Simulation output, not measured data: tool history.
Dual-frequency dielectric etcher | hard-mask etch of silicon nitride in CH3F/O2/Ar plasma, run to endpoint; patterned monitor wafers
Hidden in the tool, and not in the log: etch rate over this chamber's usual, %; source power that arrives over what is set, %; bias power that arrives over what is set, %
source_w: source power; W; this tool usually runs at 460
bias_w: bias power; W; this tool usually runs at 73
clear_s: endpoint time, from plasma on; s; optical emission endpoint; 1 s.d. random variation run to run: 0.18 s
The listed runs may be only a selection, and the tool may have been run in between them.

run     day  source_w  bias_w  wafers since the last listed run  hours since the last wet clean  hours since the last source power generator calibration  hours since the last bias power generator calibration  hours since the last upper electrode change  incoming incoming film thickness, nm  clear_s
  1       0       460      73                                 0                              36                                                   2607.7                                                 1685.4                                       4241.8                                 39.35     56.2
  2   2.908       460      73                              1198                           105.8                                                   2677.5                                                 1755.2                                       4311.6                                 39.04     55.8
  3   4.804       460      73                               781                           151.3                                                     2723                                                 1800.7                                       4357.1                                 39.17     55.4
  4   7.142       420      73                               963                           207.4                                                   2779.1                                                 1856.8                                       4413.2                                 39.37     56.6
  5   9.625       460      59                              1023                             267                                                   2838.7                                                 1916.4                                       4472.8                                 39.47     60.7
  6  11.808       460      59                               899                           319.4                                                   2891.1                                                 1968.8                                       4525.2                                 38.96     59.9
     13.479  -- wet clean of the chamber
  7  14.883       460      69                               854                            33.7                                                   2964.9                                                 2042.6                                         4599                                 39.67     58.2
  8  17.954       460      69                              1265                           107.4                                                   3038.6                                                 2116.3                                       4672.7                                 39.23       57
  9  21.346       510      73                              1397                           188.8                                                     3120                                                 2197.7                                       4754.1                                 39.24     54.3
 10    24.7       510      73                              1382                           269.3                                                   3200.5                                                 2278.2                                       4834.6                                 39.42     54.5
 11  26.442       380      73                               717                           311.1                                                   3242.3                                                   2320                                       4876.4                                 39.04       57
     30.392  -- wet clean of the chamber
 12  30.412       460      62                              1224                             0.5                                                   3337.6                                                 2415.3                                       4971.7                                 39.36     60.3
     31.933  -- source power generator calibrated
 13  31.967       360      85                               571                            37.8                                                      0.8                                                 2452.6                                         5009                                 39.19       55
 14  34.733       360      85                              1139                           104.2                                                     67.2                                                   2519                                       5075.4                                 39.13     54.5
 15  37.512       360      85                              1145                           170.9                                                    133.9                                                 2585.7                                       5142.1                                 39.53     55.1
     40.471  -- bias power generator calibrated
 16   41.25       460      73                              1471                           260.6                                                    223.6                                                   18.7                                       5231.8                                  39.7     56.9
 17  44.404       490      73                              1299                           336.3                                                    299.3                                                   94.4                                       5307.5                                 39.22       55
 18  46.046       510      68                               676                           375.7                                                    338.7                                                  133.8                                       5346.9                                 39.62       57
     48.246  -- upper electrode replaced
     48.804  -- wet clean of the chamber
 19  48.825       370      83                               502                             0.5                                                    405.4                                                  200.5                                         13.9                                 38.69     55.6
 20  51.712       460      80                              1189                            69.8                                                    474.7                                                  269.8                                         83.2                                 38.78     54.1
 21  53.746       360      85                               837                           118.6                                                    523.5                                                  318.6                                          132                                 39.37     55.8
 22  55.738       530      82                               820                           166.4                                                    571.3                                                  366.4                                        179.8                                 39.42     52.3
 23  57.846       410      90                               868                             217                                                    621.9                                                    417                                        230.4                                 39.28     52.7
 24    62.2       500      73                              1794                           321.5                                                    726.4                                                  521.5                                        334.9                                 39.02       54
     64.529  -- wet clean of the chamber
 25  65.175       460      73                               813                            15.5                                                    797.8                                                  592.9                                        406.3                                 39.41     57.1
 26  67.562       460      84                               983                            72.8                                                    855.1                                                  650.2                                        463.6                                 39.81     54.2
 27  70.871       460      73                              1363                           152.2                                                    934.5                                                  729.6                                          543                                  39.3     56.4
 28  74.108       460      73                              1333                           229.9                                                   1012.2                                                  807.3                                        620.7                                 38.76     55.4
 29  75.996       350      64                               777                           275.2                                                   1057.5                                                  852.6                                          666                                 39.37     62.7
 30  78.246       360      61                               927                           329.2                                                   1111.5                                                  906.6                                          720                                 39.39     63.1
      81.55  -- wet clean of the chamber
 31  81.571       460      85                               957                             0.5                                                   1191.3                                                  986.4                                        799.8                                 39.42     53.7
 32  84.988       370      84                              1407                            82.5                                                   1273.3                                                 1068.4                                        881.8                                 39.07     55.1

4 options for the next run, each taken on its own from the tool as it stands now. Forecast them:
  A  85.004       460      73                                 6                            82.9                                                   1273.7                                                 1068.8                                        882.2                                 39.27        ?
  B  85.004       370      86                                 6                            82.9                                                   1273.7                                                 1068.8                                        882.2                                 39.27        ?
  C  85.004       460      60                                 6                            82.9                                                   1273.7                                                 1068.8                                        882.2                                 39.27        ?
  D  85.004       520      61                                 6                            82.9                                                   1273.7                                                 1068.8                                        882.2                                 39.27        ?

run  clear_s
  A     56.7
  B     55.2
  C     61.5
  D     59.4
Stripped of hidden state, with their random variation kept, the same runs would have yielded:
run  clear_s
  A     57.7
  B     56.3
  C     62.6
  D     60.5

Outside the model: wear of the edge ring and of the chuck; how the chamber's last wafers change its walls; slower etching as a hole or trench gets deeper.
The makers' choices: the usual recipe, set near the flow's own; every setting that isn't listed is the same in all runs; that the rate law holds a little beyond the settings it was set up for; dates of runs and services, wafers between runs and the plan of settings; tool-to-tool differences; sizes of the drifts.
